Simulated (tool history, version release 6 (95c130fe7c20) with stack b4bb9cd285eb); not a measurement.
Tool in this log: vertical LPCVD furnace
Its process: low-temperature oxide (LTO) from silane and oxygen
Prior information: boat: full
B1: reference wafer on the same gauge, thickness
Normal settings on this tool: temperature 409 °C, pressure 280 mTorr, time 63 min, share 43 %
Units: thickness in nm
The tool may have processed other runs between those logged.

{"run": 1, "day": 0.0, "temperature": 409, "pressure": 280, "time": 63, "share": 43, "B1": 1083.25, "thickness": 920.02}
{"run": 2, "day": 4.117, "temperature": 409, "pressure": 255, "time": 63, "share": 43, "B1": 1084.56, "thickness": 839.95}
{"run": 3, "day": 8.038, "temperature": 409, "pressure": 255, "time": 63, "share": 43, "B1": 1086.7, "thickness": 841.8}
{"run": 4, "day": 10.162, "temperature": 409, "pressure": 255, "time": 63, "share": 43, "B1": 1087.34, "thickness": 838.52}
{"run": 5, "day": 12.096, "temperature": 409, "pressure": 280, "time": 63, "share": 43, "B1": 1088.48, "thickness": 924.34}
{"run": 6, "day": 15.538, "temperature": 409, "pressure": 280, "time": 63, "share": 43, "B1": 1089.67, "thickness": 924.54}
{"run": 7, "day": 19.829, "temperature": 409, "pressure": 280, "time": 63, "share": 43, "B1": 1091.85, "thickness": 925.39}
{"run": 8, "day": 21.567, "temperature": 409, "pressure": 280, "time": 63, "share": 43, "B1": 1092.86, "thickness": 928.76}
{"run": 9, "day": 24.529, "temperature": 409, "pressure": 280, "time": 63, "share": 43, "B1": 1094.59, "thickness": 933.54}
{"run": 10, "day": 28.758, "temperature": 409, "pressure": 280, "time": 63, "share": 43, "B1": 1095.5, "thickness": 935.55}
{"day": 30.425, "done": "pressure gauge zeroed"}
{"run": 11, "day": 31.154, "temperature": 409, "pressure": 280, "time": 63, "share": 43, "B1": 1096.24, "thickness": 931.35}
{"run": 12, "day": 34.912, "temperature": 409, "pressure": 280, "time": 63, "share": 43, "B1": 1098.78, "thickness": 937.81}
{"day": 35.629, "done": "gauge calibrated"}
{"day": 37.658, "done": "thermocouples replaced and temperature profile calibrated"}
{"run": 13, "day": 44.017, "temperature": 416, "pressure": 280, "time": 63, "share": 37, "B1": 1058.99, "thickness": 811.44}
{"run": 14, "day": 56.196, "temperature": 409, "pressure": 335, "time": 47, "share": 43, "B1": 1060.07, "thickness": 802.41}
{"run": 15, "day": 58.983, "temperature": 409, "pressure": 280, "time": 63, "share": 43, "B1": 1059.62, "thickness": 903.27}
{"run": 16, "day": 61.738, "temperature": 409, "pressure": 280, "time": 63, "share": 43, "B1": 1061.8, "thickness": 905.29}
{"run": 17, "day": 64.95, "temperature": 413, "pressure": 280, "time": 46.5, "share": 36, "B1": 1062.21, "thickness": 564.3}
{"run": 18, "day": 66.725, "temperature": 409, "pressure": 235, "time": 82.5, "share": 43, "B1": 1061.52, "thickness": 991.34}
{"run": 19, "day": 69.071, "temperature": 409, "pressure": 280, "time": 63, "share": 43, "B1": 1061.79, "thickness": 899.79}
{"run": 20, "day": 71.65, "temperature": 409, "pressure": 280, "time": 63, "share": 43, "B1": 1062.81, "thickness": 900.67}
{"run": 21, "day": 74.804, "temperature": 409, "pressure": 280, "time": 63, "share": 43, "B1": 1062.72, "thickness": 905.35}
{"run": 22, "day": 78.858, "temperature": 409, "pressure": 280, "time": 46, "share": 37, "B1": 1063.11, "thickness": 551.87}
{"run": 23, "day": 83.312, "temperature": 409, "pressure": 280, "time": 51, "share": 38, "B1": 1064.49, "thickness": 637.45}
{"day": 86.738, "done": "silane flow controller replaced"}
{"run": 24, "day": 86.758, "temperature": 409, "pressure": 245, "time": 42.5, "share": 40, "B1": 1064.99, "thickness": 492.73}
{"run": 25, "day": 87.917, "temperature": 414, "pressure": 345, "time": 63, "share": 37, "B1": 1064.29, "thickness": 988.79}
{"run": 26, "day": 90.792, "temperature": 409, "pressure": 280, "time": 72.5, "share": 43, "B1": 1065.79, "thickness": 1040.1}
{"run": 27, "day": 94.383, "temperature": 409, "pressure": 240, "time": 54.5, "share": 43, "B1": 1066.27, "thickness": 667.6}
{"run": 28, "day": 98.204, "temperature": 417, "pressure": 280, "time": 63, "share": 38, "B1": 1066.65, "thickness": 855.8}
{"run": 29, "day": 101.204, "temperature": 409, "pressure": 280, "time": 63, "share": 43, "B1": 1068.24, "thickness": 906.11}
{"run": 30, "day": 111.542, "temperature": 414, "pressure": 280, "time": 55.5, "share": 50, "B1": 1069.56, "thickness": 972.63}
{"run": 31, "day": 116.017, "temperature": 415, "pressure": 345, "time": 75, "share": 50, "B1": 1071.46, "thickness": 1630.19}
{"run": 32, "day": 119.279, "temperature": 416, "pressure": 215, "time": 73.5, "share": 43, "B1": 1073.93, "thickness": 882.2}

Pick out some run-to-run changes in thickness. Of each, how much would a tool without hidden state show as well, from the settings, what came in and chance, and how much is left for the hidden state and any gauge scatter not in both results compared?
Hidden conditions of the tool in this case: true tube temperature minus thermocouple reading, K; true pressure minus gauge reading, mTorr; deviation of the silane flow from its setpoint, %; gauge reads high (%).
Run 12 -> 13: temperature 409 -> 416, share 43 -> 37, gauge calibrated, thermocouples replaced and temperature profile calibrated. thickness -126.37 nm: hidden state -33.14, all else -93.23.
Run 24 -> 25: temperature 409 -> 414, pressure 245 -> 345, time 42.5 -> 63, share 40 -> 37. thickness +496.06 nm: hidden state +1.93, all else +494.13.
Run 30 -> 31: temperature 414 -> 415, pressure 280 -> 345, time 55.5 -> 75. thickness +657.56 nm: hidden state +7.5, all else +650.06.
Run 31 -> 32: temperature 415 -> 416, pressure 345 -> 215, time 75 -> 73.5, share 50 -> 43. thickness -747.99 nm: hidden state -6.53, all else -741.46.

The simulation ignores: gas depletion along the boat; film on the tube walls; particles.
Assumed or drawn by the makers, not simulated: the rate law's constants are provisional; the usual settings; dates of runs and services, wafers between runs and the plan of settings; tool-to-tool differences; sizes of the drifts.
